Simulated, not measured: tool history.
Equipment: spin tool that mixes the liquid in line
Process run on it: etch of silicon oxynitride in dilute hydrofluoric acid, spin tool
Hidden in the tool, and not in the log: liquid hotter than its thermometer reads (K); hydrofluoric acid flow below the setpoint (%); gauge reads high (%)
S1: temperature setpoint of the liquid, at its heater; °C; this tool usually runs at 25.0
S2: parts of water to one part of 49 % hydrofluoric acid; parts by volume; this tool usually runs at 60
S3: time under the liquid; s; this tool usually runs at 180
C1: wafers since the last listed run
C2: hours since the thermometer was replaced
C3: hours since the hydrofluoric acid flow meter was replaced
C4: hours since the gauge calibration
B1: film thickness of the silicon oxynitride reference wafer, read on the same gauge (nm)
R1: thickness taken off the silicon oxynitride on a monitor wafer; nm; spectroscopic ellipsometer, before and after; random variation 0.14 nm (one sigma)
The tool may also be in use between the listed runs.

run   hour    S1  S2   S3   C1     C2      C3     C4     B1     R1
  1    0.0  25.0  60  180    0  738.5  1020.1  382.1  90.01  17.35
  2    9.7  25.0  60  255   86  748.2  1029.8  391.8  90.03  24.57
  3   17.2  25.0  60  255   66  755.7  1037.3  399.3  89.98  24.71
  4   30.9  26.5  80  180  121  769.4  1051.0  413.0  89.98  13.62
  5   38.8  25.0  60  180   70  777.3  1058.9  420.9  90.01  17.11
  6   53.8  25.0  75  180  133  792.3  1073.9  435.9  90.00  13.62
  7   61.6  25.0  75  180   69  800.1  1081.7  443.7  89.98  13.73
  8   72.7  25.0  75  180   98  811.2  1092.8  454.8  90.00  13.62
  9   78.7  25.0  60  180   53  817.2  1098.8  460.8  89.99  17.46
      94.8  -- gauge calibrated
 10   95.9  25.0  60  180  152  834.4  1116.0    1.1  89.98  17.22
     102.8  -- thermometer replaced
 11  106.7  25.0  60  180   87    3.9  1126.8   11.9  90.00  15.68
 12  116.1  25.0  60  180   83   13.3  1136.2   21.3  89.99  15.90
 13  125.3  25.0  60  180   81   22.5  1145.4   30.5  90.00  15.61
     135.8  -- hydrofluoric acid flow meter replaced
 14  139.5  25.0  60  180  117   36.7     3.7   44.7  89.99  16.15
 15  153.3  29.5  70  180  122   50.5    17.5   58.5  90.01  16.45
 16  160.5  25.0  80  180   63   57.7    24.7   65.7  90.01  11.69
 17  171.8  25.0  60  250  100   69.0    36.0   77.0  89.99  22.17
 18  178.9  20.0  85  180   63   76.1    43.1   84.1  89.99   8.65
 19  196.9  25.0  45  180  159   94.1    61.1  102.1  89.99  21.60
 20  205.9  25.0  60  180   79  103.1    70.1  111.1  90.00  15.92
 21  218.2  25.0  60  180  109  115.4    82.4  123.4  90.00  15.86
 22  226.1  25.0  60  180   70  123.3    90.3  131.3  89.98  15.99
 23  232.4  25.0  60  180   55  129.6    96.6  137.6  90.00  15.93
 24  241.3  25.0  50  180   79  138.5   105.5  146.5  90.01  19.68
 25  248.1  25.0  60  180   60  145.3   112.3  153.3  89.99  16.27
 26  265.7  25.0  60  180  156  162.9   129.9  170.9  90.01  15.94
 27  282.2  25.0  60  125  146  179.4   146.4  187.4  90.00  11.39
 28  295.3  22.0  80  180  116  192.5   159.5  200.5  90.01  10.31
 29  307.5  28.0  60  230  108  204.7   171.7  212.7  90.01  23.91
 30  322.1  25.0  30  180  129  219.3   186.3  227.3  89.99  33.30
 31  339.1  25.0  80  225  151  236.3   203.3  244.3  90.00  15.14
 32  351.9  26.5  70  115  113  249.1   216.1  257.1  90.01   9.50
 33  362.1  25.0  80  245   90  259.3   226.3  267.3  90.01  16.32
 34  377.8  25.0  80  225  139  275.0   242.0  283.0  90.01  15.16

Below, each run's measurement less what the same run would have read without the hidden state. Both values contain the same run-to-run variation, but the gauge's scatter may not be the same in both:
run     R1
  1  +1.65
  2  +2.36
  3  +2.38
  4  +1.30
  5  +1.69
  6  +1.36
  7  +1.38
  8  +1.38
  9  +1.81
 10  +1.81
 11  +0.21
 12  +0.22
 13  +0.24
 14  +0.27
 15  +0.29
 16  +0.22
 17  +0.45
 18  +0.19
 19  +0.51
 20  +0.40
 21  +0.41
 22  +0.43
 23  +0.45
 24  +0.57
 25  +0.49
 26  +0.50
 27  +0.38
 28  +0.36
 29  +0.86
 30  +1.31
 31  +0.61
 32  +0.39
 33  +0.69
 34  +0.68
